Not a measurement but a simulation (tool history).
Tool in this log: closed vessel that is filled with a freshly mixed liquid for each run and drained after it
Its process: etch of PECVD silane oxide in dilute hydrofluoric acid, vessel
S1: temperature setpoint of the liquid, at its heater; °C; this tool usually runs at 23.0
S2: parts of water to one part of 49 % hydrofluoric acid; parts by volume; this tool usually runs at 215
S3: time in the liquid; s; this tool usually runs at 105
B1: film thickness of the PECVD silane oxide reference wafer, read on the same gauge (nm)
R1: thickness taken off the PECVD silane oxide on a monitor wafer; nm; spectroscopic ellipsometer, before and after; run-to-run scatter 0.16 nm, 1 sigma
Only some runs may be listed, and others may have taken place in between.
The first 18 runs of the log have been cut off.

run   hour    S1   S2   S3      B1     R1
 19  382.5  26.5  315   50  140.00   6.43
 20  397.1  26.0  325  105  139.98  12.91
     424.8  -- thermometer replaced
 21  432.6  23.0  215  105  139.97  21.31
 22  462.8  23.0  215  105  139.97  21.18
 23  489.5  19.5  310  145  139.96  16.38
     505.9  -- gauge calibrated
 24  509.3  23.0  175  105  139.98  27.01
 25  535.7  21.0  280   60  139.95   8.18
 26  551.0  23.0  105  105  139.99  49.20
 27  577.6  21.5  245  155  139.96  25.57
 28  595.8  23.0  215  105  139.97  21.48
 29  613.7  23.0  215  105  140.05  21.52
 30  649.6  23.0  250  105  140.04  17.82

Consider 4 possible next runs. They are alternatives, not a sequence: every one starts from the tool as it was left by run 30. What does each give?
  A  650.3  23.0  215   45   ?   ?
  B  650.3  23.0  215  165   ?   ?
  C  650.3  20.5  120  150   ?   ?
  D  650.3  24.5  280  140   ?   ?

run      B1     R1
  A  139.99   9.13
  B  139.99  33.48
  C  139.99  54.46
  D  139.99  21.63
With no hidden state in the tool, these same runs would have given:
run     R1
  A   9.03
  B  33.11
  C  54.16
  D  21.31

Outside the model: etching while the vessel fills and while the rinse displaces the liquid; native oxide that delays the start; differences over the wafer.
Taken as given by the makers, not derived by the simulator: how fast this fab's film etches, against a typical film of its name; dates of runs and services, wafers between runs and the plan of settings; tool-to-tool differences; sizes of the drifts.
